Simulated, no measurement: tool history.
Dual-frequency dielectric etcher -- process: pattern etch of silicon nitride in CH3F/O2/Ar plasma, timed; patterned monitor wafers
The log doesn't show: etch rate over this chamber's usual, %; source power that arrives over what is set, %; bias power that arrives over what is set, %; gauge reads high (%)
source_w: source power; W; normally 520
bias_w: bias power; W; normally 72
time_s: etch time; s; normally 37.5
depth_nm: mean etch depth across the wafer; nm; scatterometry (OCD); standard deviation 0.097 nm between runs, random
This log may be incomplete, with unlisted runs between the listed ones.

run	hour	source_w	bias_w	time_s	wafers since the last listed run	hours since the last wet clean	hours since the last source power generator calibration	hours since the last bias power generator calibration	hours since the last upper electrode change	hours since the gauge calibration	read-back reference wafer on the same gauge, depth_nm	depth_nm
1	0	620	72	37.5	0	467.5	1548.6	3776.3	3263	264.8	30.83	30.61
2	10.2	620	72	37.5	114	477.7	1558.8	3786.5	3273.2	275	30.77	30.79
3	24.9	520	72	37.5	165	492.4	1573.5	3801.2	3287.9	289.7	30.79	28.9
4	32.9	520	72	37.5	89	500.4	1581.5	3809.2	3295.9	297.7	30.77	29.04
5	43.9	520	72	37.5	123	511.4	1592.5	3820.2	3306.9	308.7	30.79	29
6	61.3	520	72	37.5	195	528.8	1609.9	3837.6	3324.3	326.1	30.78	28.97
# hour 78.2: bias power generator calibrated
7	78.7	520	72	37.5	150	546.2	1627.3	0.5	3341.7	343.5	30.78	29.03
8	87.1	520	72	37.5	94	554.6	1635.7	8.9	3350.1	351.9	30.8	29.13
# hour 121.2: wet clean of the chamber
9	121.7	520	72	37.5	119	0.5	1670.3	43.5	3384.7	386.5	30.83	29.76
10	122.1	520	72	37.5	4	0.9	1670.7	43.9	3385.1	386.9	30.81	29.84
11	123.6	520	67	37.5	16	2.4	1672.2	45.4	3386.6	388.4	30.79	29.32
12	132.3	520	72	37.5	97	11.1	1680.9	54.1	3395.3	397.1	30.8	29.86
13	150.1	520	72	37.5	200	28.9	1698.7	71.9	3413.1	414.9	30.78	29.7
14	161.8	570	81	37.5	131	40.6	1710.4	83.6	3424.8	426.6	30.85	31.9
15	178.9	470	63	46	192	57.7	1727.5	100.7	3441.9	443.7	30.8	33.93
# hour 190.9: source power generator calibrated
16	191.4	520	86	37.5	95	70.2	0.5	113.2	3454.4	456.2	30.78	31.5
17	199.9	520	62	41	95	78.7	9	121.7	3462.9	464.7	30.82	30.9
18	206.9	630	72	47	78	85.7	16	128.7	3469.9	471.7	30.8	39.69
19	223.1	590	72	37.5	182	101.9	32.2	144.9	3486.1	487.9	30.8	31.08
20	230	520	72	37.5	77	108.8	39.1	151.8	3493	494.8	30.83	29.83
# hour 282.9: upper electrode replaced
21	283.4	600	62	47	330	162.2	92.5	205.2	0.5	548.2	30.83	36.82
22	290.4	450	88	37.5	78	169.2	99.5	212.2	7.5	555.2	30.77	30.35
# hour 295.3: gauge calibrated
23	307.7	520	72	37.5	194	186.5	116.8	229.5	24.8	12.4	30.79	29.52
24	316.6	480	84	37.5	100	195.4	125.7	238.4	33.7	21.3	30.8	30.33
25	332.5	520	88	41	178	211.3	141.6	254.3	49.6	37.2	30.79	34.46
26	347.9	520	72	42	173	226.7	157	269.7	65	52.6	30.8	33.14
27	359.6	600	62	47	131	238.4	168.7	281.4	76.7	64.3	30.8	37.16
28	375.6	520	72	37.5	179	254.4	184.7	297.4	92.7	80.3	30.83	29.55
29	391	520	72	37.5	173	269.8	200.1	312.8	108.1	95.7	30.81	29.59
30	404.5	410	72	43.5	151	283.3	213.6	326.3	121.6	109.2	30.78	31.86
31	413.2	570	72	44	97	292	222.3	335	130.3	117.9	30.77	35.55

Predict each of these 3 candidate next runs independently; none follows another, all start after run 31:
A	413.6	520	72	37.5	4	292.4	222.7	335.4	130.7	118.3	?	?
B	413.6	450	81	26.5	4	292.4	222.7	335.4	130.7	118.3	?	?
C	413.6	520	90	34.5	4	292.4	222.7	335.4	130.7	118.3	?	?

run	read-back reference wafer on the same gauge, depth_nm	depth_nm
A	30.78	29.6
B	30.78	20.84
C	30.78	29.35
Take away the tool's hidden state, keep each run's random variation, and the runs would have read:
run	depth_nm
A	29.78
B	20.96
C	29.53

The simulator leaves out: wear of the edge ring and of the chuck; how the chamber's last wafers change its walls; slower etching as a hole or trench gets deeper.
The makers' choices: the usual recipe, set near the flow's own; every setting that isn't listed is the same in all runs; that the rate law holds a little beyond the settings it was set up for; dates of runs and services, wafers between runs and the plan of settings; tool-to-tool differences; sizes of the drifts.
